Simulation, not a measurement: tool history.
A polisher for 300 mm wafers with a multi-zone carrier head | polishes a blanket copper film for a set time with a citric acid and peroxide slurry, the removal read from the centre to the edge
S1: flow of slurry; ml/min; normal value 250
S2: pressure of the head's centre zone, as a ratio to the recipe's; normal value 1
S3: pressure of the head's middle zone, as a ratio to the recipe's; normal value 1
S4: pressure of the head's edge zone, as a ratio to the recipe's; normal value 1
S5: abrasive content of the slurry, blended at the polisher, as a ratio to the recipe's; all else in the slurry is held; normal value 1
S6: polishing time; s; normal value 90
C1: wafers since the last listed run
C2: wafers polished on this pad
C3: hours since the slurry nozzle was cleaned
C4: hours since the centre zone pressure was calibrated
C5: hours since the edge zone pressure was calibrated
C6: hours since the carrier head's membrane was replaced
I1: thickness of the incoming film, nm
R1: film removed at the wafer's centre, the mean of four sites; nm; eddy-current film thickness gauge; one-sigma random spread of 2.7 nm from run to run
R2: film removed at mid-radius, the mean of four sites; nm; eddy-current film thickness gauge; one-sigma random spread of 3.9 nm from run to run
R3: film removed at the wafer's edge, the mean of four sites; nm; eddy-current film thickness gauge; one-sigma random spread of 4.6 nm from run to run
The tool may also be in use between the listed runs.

{"run": 1, "hour": 0.0, "S1": 250, "S2": 1, "S3": 1, "S4": 1, "S5": 1, "S6": 90, "C1": 0, "C2": 346, "C3": 489.6, "C4": 166.6, "C5": 906.3, "C6": 645.5, "I1": 1137.4, "R1": 310.4, "R2": 322.8, "R3": 324.5}
{"run": 2, "hour": 45.2, "S1": 250, "S2": 1, "S3": 1, "S4": 1, "S5": 1, "S6": 90, "C1": 381, "C2": 727, "C3": 534.8, "C4": 211.8, "C5": 951.5, "C6": 690.7, "I1": 1122.8, "R1": 310, "R2": 321.4, "R3": 307.4}
{"hour": 104.6, "done": "edge zone pressure recalibrated"}
{"run": 3, "hour": 124.3, "S1": 250, "S2": 1, "S3": 1, "S4": 1, "S5": 1, "S6": 90, "C1": 650, "C2": 1377, "C3": 613.9, "C4": 290.9, "C5": 19.7, "C6": 769.8, "I1": 1119.3, "R1": 305.7, "R2": 323.1, "R3": 312.1}
{"run": 4, "hour": 181.2, "S1": 250, "S2": 1, "S3": 1, "S4": 0.94, "S5": 1, "S6": 90, "C1": 479, "C2": 1857, "C3": 670.8, "C4": 347.8, "C5": 76.6, "C6": 826.7, "I1": 1129.2, "R1": 300.4, "R2": 309.3, "R3": 300}
{"run": 5, "hour": 221.9, "S1": 190, "S2": 1, "S3": 1, "S4": 1, "S5": 1, "S6": 90, "C1": 343, "C2": 2200, "C3": 711.5, "C4": 388.5, "C5": 117.3, "C6": 867.4, "I1": 1130.6, "R1": 273.9, "R2": 295.1, "R3": 288.2}
{"run": 6, "hour": 263.6, "S1": 190, "S2": 1, "S3": 1, "S4": 1, "S5": 1, "S6": 90, "C1": 351, "C2": 2552, "C3": 753.2, "C4": 430.2, "C5": 159, "C6": 909.1, "I1": 1129.8, "R1": 272.5, "R2": 289, "R3": 287.5}
{"hour": 317.6, "done": "worn pad replaced by a new one"}
{"run": 7, "hour": 346.2, "S1": 190, "S2": 1, "S3": 1, "S4": 1, "S5": 1, "S6": 90, "C1": 662, "C2": 241, "C3": 835.8, "C4": 512.8, "C5": 241.6, "C6": 991.7, "I1": 1128.8, "R1": 265.4, "R2": 284.4, "R3": 283.6}
{"run": 8, "hour": 447.5, "S1": 250, "S2": 1, "S3": 0.93, "S4": 1, "S5": 1, "S6": 90, "C1": 854, "C2": 1095, "C3": 937.1, "C4": 614.1, "C5": 342.9, "C6": 1093, "I1": 1130.2, "R1": 282.5, "R2": 285.6, "R3": 295.6}
{"hour": 473.9, "done": "slurry nozzle cleaned"}
{"run": 9, "hour": 536.6, "S1": 250, "S2": 1, "S3": 0.93, "S4": 1, "S5": 1, "S6": 90, "C1": 742, "C2": 1838, "C3": 62.7, "C4": 703.2, "C5": 432, "C6": 1182.1, "I1": 1136.5, "R1": 326.9, "R2": 318.2, "R3": 330.2}
{"hour": 630.1, "done": "centre zone pressure recalibrated"}
{"run": 10, "hour": 635.9, "S1": 250, "S2": 0.9, "S3": 1, "S4": 1, "S5": 0.85, "S6": 100, "C1": 820, "C2": 2658, "C3": 162, "C4": 5.8, "C5": 531.3, "C6": 1281.4, "I1": 1124.6, "R1": 311.6, "R2": 364.2, "R3": 344.5}
{"hour": 694.6, "done": "worn pad replaced by a new one"}
{"run": 11, "hour": 716.1, "S1": 185, "S2": 1, "S3": 1, "S4": 1, "S5": 1.2, "S6": 90, "C1": 642, "C2": 181, "C3": 242.2, "C4": 86, "C5": 611.5, "C6": 1361.6, "I1": 1150.3, "R1": 314.4, "R2": 326, "R3": 318.6}
{"run": 12, "hour": 763.1, "S1": 300, "S2": 1, "S3": 1, "S4": 1, "S5": 1, "S6": 90, "C1": 396, "C2": 577, "C3": 289.2, "C4": 133, "C5": 658.5, "C6": 1408.6, "I1": 1132.3, "R1": 329.7, "R2": 341.5, "R3": 323.3}
{"run": 13, "hour": 831.6, "S1": 250, "S2": 1.06, "S3": 0.94, "S4": 1, "S5": 1, "S6": 90, "C1": 577, "C2": 1155, "C3": 357.7, "C4": 201.5, "C5": 727, "C6": 1477.1, "I1": 1133.2, "R1": 336.3, "R2": 318.6, "R3": 321.1}
{"run": 14, "hour": 907.6, "S1": 250, "S2": 1, "S3": 1, "S4": 1, "S5": 1, "S6": 90, "C1": 640, "C2": 1796, "C3": 433.7, "C4": 277.5, "C5": 803, "C6": 1553.1, "I1": 1129.3, "R1": 319.3, "R2": 323.4, "R3": 320.4}
{"hour": 928.9, "done": "carrier head's membrane replaced by a new one"}
{"hour": 996.2, "done": "worn pad replaced by a new one"}
{"hour": 1012.8, "done": "edge zone pressure recalibrated"}
{"run": 15, "hour": 1123.4, "S1": 250, "S2": 1, "S3": 1, "S4": 1, "S5": 1, "S6": 90, "C1": 1726, "C2": 1055, "C3": 649.5, "C4": 493.3, "C5": 110.6, "C6": 194.5, "I1": 1148, "R1": 306.6, "R2": 316.8, "R3": 316}
{"run": 16, "hour": 1170.8, "S1": 190, "S2": 1, "S3": 1.06, "S4": 1.1, "S5": 1.2, "S6": 90, "C1": 399, "C2": 1455, "C3": 696.9, "C4": 540.7, "C5": 158, "C6": 241.9, "I1": 1139.8, "R1": 288.8, "R2": 310.1, "R3": 324.6}
{"hour": 1248.3, "done": "slurry nozzle cleaned"}
{"run": 17, "hour": 1273.1, "S1": 250, "S2": 1, "S3": 1, "S4": 1.03, "S5": 1, "S6": 59, "C1": 854, "C2": 2309, "C3": 24.8, "C4": 643, "C5": 260.3, "C6": 344.2, "I1": 1109.7, "R1": 213.9, "R2": 220, "R3": 212.9}
{"hour": 1307.1, "done": "worn pad replaced by a new one"}
{"run": 18, "hour": 1386.0, "S1": 250, "S2": 1, "S3": 1, "S4": 1, "S5": 1, "S6": 90, "C1": 918, "C2": 665, "C3": 137.7, "C4": 755.9, "C5": 373.2, "C6": 457.1, "I1": 1142.7, "R1": 318.8, "R2": 336.2, "R3": 327.2}
{"run": 19, "hour": 1463.8, "S1": 310, "S2": 1, "S3": 1.04, "S4": 1, "S5": 1.3, "S6": 80, "C1": 656, "C2": 1321, "C3": 215.5, "C4": 833.7, "C5": 451, "C6": 534.9, "I1": 1136.9, "R1": 310.4, "R2": 324.9, "R3": 307.5}
{"run": 20, "hour": 1515.8, "S1": 335, "S2": 1, "S3": 0.96, "S4": 1, "S5": 1, "S6": 90, "C1": 438, "C2": 1759, "C3": 267.5, "C4": 885.7, "C5": 503, "C6": 586.9, "I1": 1124.4, "R1": 328.3, "R2": 325, "R3": 329}

A few steps of R1 between consecutive runs. Split each: what settings, incoming material and random variation would produce without the hidden state, and what is left over for the hidden state, along with gauge scatter present in only one of the two compared results (measured, and without hidden state):
What the log doesn't record here: removal rate lost through wear of the pad, %; slurry flow missing at the pad, %; deviation of the centre zone's pressure from its setpoint, %; deviation of the edge zone's pressure from its setpoint, %.
Run 8 -> 9: slurry nozzle cleaned. R1 +44.4 nm: hidden state +43.9, all else +0.5.
Run 16 -> 17: S1 190 -> 250, S3 1.06 -> 1, S4 1.1 -> 1.03, S5 1.2 -> 1, S6 90 -> 59, slurry nozzle cleaned. R1 -74.9 nm: hidden state +30.9, all else -105.8.
Run 17 -> 18: S4 1.03 -> 1, S6 59 -> 90, worn pad replaced by a new one. R1 +104.9 nm: hidden state -4.3, all else +109.2.

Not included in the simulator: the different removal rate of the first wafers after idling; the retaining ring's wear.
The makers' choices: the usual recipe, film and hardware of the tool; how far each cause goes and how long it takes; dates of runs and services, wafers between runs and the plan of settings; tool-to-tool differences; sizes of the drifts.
